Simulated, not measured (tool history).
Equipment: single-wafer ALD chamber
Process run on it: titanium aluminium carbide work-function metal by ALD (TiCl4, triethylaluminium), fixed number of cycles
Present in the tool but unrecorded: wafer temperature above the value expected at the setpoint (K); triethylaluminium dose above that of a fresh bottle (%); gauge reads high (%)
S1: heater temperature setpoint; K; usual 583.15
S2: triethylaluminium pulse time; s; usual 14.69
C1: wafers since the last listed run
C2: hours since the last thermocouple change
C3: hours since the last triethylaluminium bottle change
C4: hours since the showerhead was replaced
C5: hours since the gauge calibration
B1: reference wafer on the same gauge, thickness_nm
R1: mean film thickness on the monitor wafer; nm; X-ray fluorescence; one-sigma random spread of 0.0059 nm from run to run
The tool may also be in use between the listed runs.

run,hour,S1,S2,C1,C2,C3,C4,C5,B1,R1
1,0.0,573.15,18.26,0,1853.7,1499.2,4824.4,9.1,1.850,2.137
2,63.2,573.15,18.26,485,1916.9,1562.4,4887.6,72.3,1.849,2.129
3,87.6,583.15,14.69,187,1941.3,1586.8,4912.0,96.7,1.850,2.174
4,127.1,583.15,14.69,303,1980.8,1626.3,4951.5,136.2,1.850,2.176
5,199.1,583.15,14.69,552,2052.8,1698.3,5023.5,208.2,1.850,2.177
6,262.8,583.15,14.69,488,2116.5,1762.0,5087.2,271.9,1.849,2.162
7,326.7,583.15,14.69,490,2180.4,1825.9,5151.1,335.8,1.849,2.164
8,376.3,578.15,11.32,380,2230.0,1875.5,5200.7,385.4,1.852,2.036
# hour 426.1: thermocouple changed; heater temperature recalibrated
9,441.8,583.15,14.69,441,15.7,1941.0,5266.2,450.9,1.849,2.161
10,468.6,583.15,14.69,205,42.5,1967.8,5293.0,477.7,1.851,2.149
11,507.3,583.15,14.69,297,81.2,2006.5,5331.7,516.4,1.849,2.143
12,555.1,583.15,14.69,366,129.0,2054.3,5379.5,564.2,1.849,2.150
13,580.6,595.15,9.87,195,154.5,2079.8,5405.0,589.7,1.850,2.074
14,629.1,583.15,19.44,372,203.0,2128.3,5453.5,638.2,1.851,2.200
# hour 669.7: showerhead replaced, of another model than before
15,676.2,583.15,14.69,300,250.1,2175.4,6.5,685.3,1.850,2.202
# hour 709.3: triethylaluminium bottle replaced
16,736.2,593.15,13.15,399,310.1,26.9,66.5,745.3,1.851,2.303
17,775.6,594.15,11.37,302,349.5,66.3,105.9,784.7,1.851,2.308
18,836.3,583.15,18.48,465,410.2,127.0,166.6,845.4,1.850,2.235
# hour 870.7: gauge calibrated
19,900.9,592.15,13.01,495,474.8,191.6,231.2,30.2,1.851,2.299
20,1109.1,595.15,17.85,1597,683.0,399.8,439.4,238.4,1.849,2.332
21,1225.7,575.15,8.84,894,799.6,516.4,556.0,355.0,1.849,2.116
22,1255.3,583.15,17.06,227,829.2,546.0,585.6,384.6,1.850,2.225

Run-by-run hidden state of the tool:
wafer temperature above the value expected at the setpoint (K): 0, the same for each run
gauge reads high (%): 0, the same for each run
H1: triethylaluminium dose above that of a fresh bottle (%)
run,H1
1,-30.3
2,-31.5
3,-31.9
4,-32.6
5,-33.9
6,-35
7,-36.2
8,-37
9,-38.2
10,-38.7
11,-39.4
12,-40.2
13,-40.7
14,-41.5
15,-42.4
16,-3.65
17,-4.35
18,-5.43
19,-6.58
20,-10.3
21,-12.4
22,-12.9

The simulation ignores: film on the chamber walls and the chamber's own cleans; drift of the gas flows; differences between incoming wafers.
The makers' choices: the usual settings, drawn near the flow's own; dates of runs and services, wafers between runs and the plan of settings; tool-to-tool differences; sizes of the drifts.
